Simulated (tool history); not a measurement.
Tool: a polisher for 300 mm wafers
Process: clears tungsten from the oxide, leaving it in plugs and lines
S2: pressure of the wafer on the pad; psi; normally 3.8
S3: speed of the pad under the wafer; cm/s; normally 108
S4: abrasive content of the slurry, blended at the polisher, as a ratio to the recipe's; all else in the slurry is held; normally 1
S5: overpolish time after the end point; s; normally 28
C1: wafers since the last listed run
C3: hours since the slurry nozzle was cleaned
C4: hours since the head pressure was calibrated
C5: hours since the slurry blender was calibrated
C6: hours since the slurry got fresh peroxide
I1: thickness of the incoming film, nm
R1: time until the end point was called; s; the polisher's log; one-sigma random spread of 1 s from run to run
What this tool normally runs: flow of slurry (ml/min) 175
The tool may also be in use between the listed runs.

{"run": 1, "hour": 0.0, "flow of slurry (ml/min)": 175, "S2": 3.8, "S3": 108, "S4": 1, "S5": 28, "C1": 0, "wafers polished on this pad": 2613, "C3": 26.2, "C4": 295, "C5": 242.3, "C6": 375.6, "I1": 270.7, "R1": 59.1}
{"run": 2, "hour": 45.3, "flow of slurry (ml/min)": 175, "S2": 3.8, "S3": 118, "S4": 1.15, "S5": 28, "C1": 257, "wafers polished on this pad": 2870, "C3": 71.5, "C4": 340.3, "C5": 287.6, "C6": 420.9, "I1": 273.2, "R1": 55.5}
{"hour": 77.2, "done": "slurry tank refilled with fresh slurry and peroxide"}
{"hour": 96.8, "done": "worn pad replaced by a new one"}
{"run": 3, "hour": 115.1, "flow of slurry (ml/min)": 175, "S2": 3, "S3": 108, "S4": 1, "S5": 28, "C1": 368, "wafers polished on this pad": 104, "C3": 141.3, "C4": 410.1, "C5": 357.4, "C6": 37.9, "I1": 270.2, "R1": 65.6}
{"run": 4, "hour": 146.8, "flow of slurry (ml/min)": 175, "S2": 5, "S3": 108, "S4": 1, "S5": 18, "C1": 180, "wafers polished on this pad": 284, "C3": 173, "C4": 441.8, "C5": 389.1, "C6": 69.6, "I1": 269.4, "R1": 50}
{"run": 5, "hour": 187.7, "flow of slurry (ml/min)": 210, "S2": 3.8, "S3": 108, "S4": 1.2, "S5": 17, "C1": 232, "wafers polished on this pad": 516, "C3": 213.9, "C4": 482.7, "C5": 430, "C6": 110.5, "I1": 271.1, "R1": 56.9}
{"run": 6, "hour": 258.6, "flow of slurry (ml/min)": 175, "S2": 3.8, "S3": 108, "S4": 1, "S5": 28, "C1": 402, "wafers polished on this pad": 919, "C3": 284.8, "C4": 553.6, "C5": 500.9, "C6": 181.4, "I1": 266, "R1": 59.5}
{"hour": 290.2, "done": "slurry blender recalibrated"}
{"run": 7, "hour": 317.4, "flow of slurry (ml/min)": 225, "S2": 4.2, "S3": 134, "S4": 1.1, "S5": 28, "C1": 322, "wafers polished on this pad": 1242, "C3": 343.6, "C4": 612.4, "C5": 27.2, "C6": 240.2, "I1": 267.7, "R1": 45.5}
{"run": 8, "hour": 354.2, "flow of slurry (ml/min)": 140, "S2": 3.8, "S3": 108, "S4": 1, "S5": 19, "C1": 209, "wafers polished on this pad": 1451, "C3": 380.4, "C4": 649.2, "C5": 64, "C6": 277, "I1": 269.3, "R1": 60.9}
{"run": 9, "hour": 396.6, "flow of slurry (ml/min)": 175, "S2": 3.1, "S3": 108, "S4": 1, "S5": 21, "C1": 240, "wafers polished on this pad": 1692, "C3": 422.8, "C4": 691.6, "C5": 106.4, "C6": 319.4, "I1": 270.9, "R1": 72.9}
{"run": 10, "hour": 463.3, "flow of slurry (ml/min)": 175, "S2": 3.8, "S3": 108, "S4": 1, "S5": 28, "C1": 378, "wafers polished on this pad": 2071, "C3": 489.5, "C4": 758.3, "C5": 173.1, "C6": 386.1, "I1": 271.4, "R1": 64.8}
{"run": 11, "hour": 494.9, "flow of slurry (ml/min)": 175, "S2": 3.8, "S3": 72, "S4": 1, "S5": 14, "C1": 179, "wafers polished on this pad": 2250, "C3": 521.1, "C4": 789.9, "C5": 204.7, "C6": 417.7, "I1": 267.1, "R1": 84.6}
{"hour": 509.9, "done": "slurry nozzle cleaned"}
{"run": 12, "hour": 532.9, "flow of slurry (ml/min)": 175, "S2": 4.9, "S3": 108, "S4": 0.7, "S5": 28, "C1": 210, "wafers polished on this pad": 2460, "C3": 23, "C4": 827.9, "C5": 242.7, "C6": 455.7, "I1": 270.5, "R1": 52}
{"run": 13, "hour": 570.6, "flow of slurry (ml/min)": 140, "S2": 2.9, "S3": 108, "S4": 1.3, "S5": 40, "C1": 214, "wafers polished on this pad": 2674, "C3": 60.7, "C4": 865.6, "C5": 280.4, "C6": 493.4, "I1": 267.4, "R1": 69.4}
{"hour": 579.4, "done": "slurry tank refilled with fresh slurry and peroxide"}
{"hour": 586.7, "done": "worn pad replaced by a new one"}
{"run": 14, "hour": 606.2, "flow of slurry (ml/min)": 175, "S2": 3.8, "S3": 108, "S4": 1, "S5": 44, "C1": 173, "wafers polished on this pad": 110, "C3": 96.3, "C4": 901.2, "C5": 316, "C6": 26.8, "I1": 268, "R1": 58.6}
{"run": 15, "hour": 671.4, "flow of slurry (ml/min)": 175, "S2": 3.8, "S3": 108, "S4": 1, "S5": 28, "C1": 370, "wafers polished on this pad": 481, "C3": 161.5, "C4": 966.4, "C5": 381.2, "C6": 92, "I1": 266.8, "R1": 59.9}
{"hour": 696.8, "done": "head pressure recalibrated"}
{"run": 16, "hour": 726.2, "flow of slurry (ml/min)": 205, "S2": 4.4, "S3": 122, "S4": 0.9, "S5": 28, "C1": 299, "wafers polished on this pad": 780, "C3": 216.3, "C4": 29.4, "C5": 436, "C6": 146.8, "I1": 270.7, "R1": 50}
{"hour": 768.2, "done": "slurry blender recalibrated"}
{"run": 17, "hour": 772.4, "flow of slurry (ml/min)": 130, "S2": 3.8, "S3": 92, "S4": 1, "S5": 28, "C1": 251, "wafers polished on this pad": 1032, "C3": 262.5, "C4": 75.6, "C5": 4.2, "C6": 193, "I1": 269.8, "R1": 72.6}
{"run": 18, "hour": 839.9, "flow of slurry (ml/min)": 145, "S2": 3.8, "S3": 108, "S4": 1, "S5": 28, "C1": 383, "wafers polished on this pad": 1415, "C3": 330, "C4": 143.1, "C5": 71.7, "C6": 260.5, "I1": 270.7, "R1": 62.3}
{"run": 19, "hour": 877.7, "flow of slurry (ml/min)": 145, "S2": 3.8, "S3": 74, "S4": 0.9, "S5": 44, "C1": 214, "wafers polished on this pad": 1630, "C3": 367.8, "C4": 180.9, "C5": 109.5, "C6": 298.3, "I1": 273.5, "R1": 86.4}
{"run": 20, "hour": 938.0, "flow of slurry (ml/min)": 175, "S2": 3.8, "S3": 118, "S4": 1, "S5": 28, "C1": 342, "wafers polished on this pad": 1972, "C3": 428.1, "C4": 241.2, "C5": 169.8, "C6": 358.6, "I1": 271, "R1": 58.2}
{"run": 21, "hour": 986.8, "flow of slurry (ml/min)": 205, "S2": 3.8, "S3": 108, "S4": 0.75, "S5": 35, "C1": 277, "wafers polished on this pad": 2250, "C3": 476.9, "C4": 290, "C5": 218.6, "C6": 407.4, "I1": 275.4, "R1": 63.7}
{"run": 22, "hour": 1023.4, "flow of slurry (ml/min)": 175, "S2": 3.8, "S3": 108, "S4": 1, "S5": 28, "C1": 207, "wafers polished on this pad": 2458, "C3": 513.5, "C4": 326.6, "C5": 255.2, "C6": 444, "I1": 270.6, "R1": 64.8}
{"hour": 1030.1, "done": "slurry tank refilled with fresh slurry and peroxide"}
{"run": 23, "hour": 1087.4, "flow of slurry (ml/min)": 175, "S2": 4.2, "S3": 108, "S4": 1, "S5": 28, "C1": 357, "wafers polished on this pad": 2816, "C3": 577.5, "C4": 390.6, "C5": 319.2, "C6": 57.3, "I1": 270, "R1": 62.5}
{"hour": 1089.0, "done": "slurry nozzle cleaned"}
{"run": 24, "hour": 1134.6, "flow of slurry (ml/min)": 175, "S2": 3.8, "S3": 108, "S4": 1, "S5": 28, "C1": 262, "wafers polished on this pad": 3078, "C3": 45.6, "C4": 437.8, "C5": 366.4, "C6": 104.5, "I1": 269.3, "R1": 60.3}
{"hour": 1157.6, "done": "worn pad replaced by a new one"}
{"run": 25, "hour": 1200.6, "flow of slurry (ml/min)": 175, "S2": 3.8, "S3": 130, "S4": 1, "S5": 28, "C1": 352, "wafers polished on this pad": 244, "C3": 111.6, "C4": 503.8, "C5": 432.4, "C6": 170.5, "I1": 271.9, "R1": 51.9}
{"run": 26, "hour": 1245.4, "flow of slurry (ml/min)": 175, "S2": 3.8, "S3": 128, "S4": 1, "S5": 28, "C1": 254, "wafers polished on this pad": 498, "C3": 156.4, "C4": 548.6, "C5": 477.2, "C6": 215.3, "I1": 268.6, "R1": 51.6}

Give the tool's hidden conditions for every run:
removal rate lost through wear of the pad, %: 0 at every run
deviation of the head's pressure from its setpoint, %: 0 at every run
abrasive missing from the slurry, %: 0 at every run
peroxide lost from the slurry, %: 0 at every run
H1: slurry flow missing at the pad, %
run=1 H1=2.11
run=2 H1=2.77
run=3 H1=4.97
run=4 H1=6.45
run=5 H1=8.79
run=6 H1=14
run=7 H1=19.5
run=8 H1=23.5
run=9 H1=28.5
run=10 H1=37.5
run=11 H1=42.3
run=12 H1=2.39
run=13 H1=2.86
run=14 H1=3.69
run=15 H1=6.18
run=16 H1=9.25
run=17 H1=12.5
run=18 H1=18.5
run=19 H1=22.4
run=20 H1=29.5
run=21 H1=36
run=22 H1=41.4
run=23 H1=51.7
run=24 H1=3.94
run=25 H1=5.48
run=26 H1=7.26
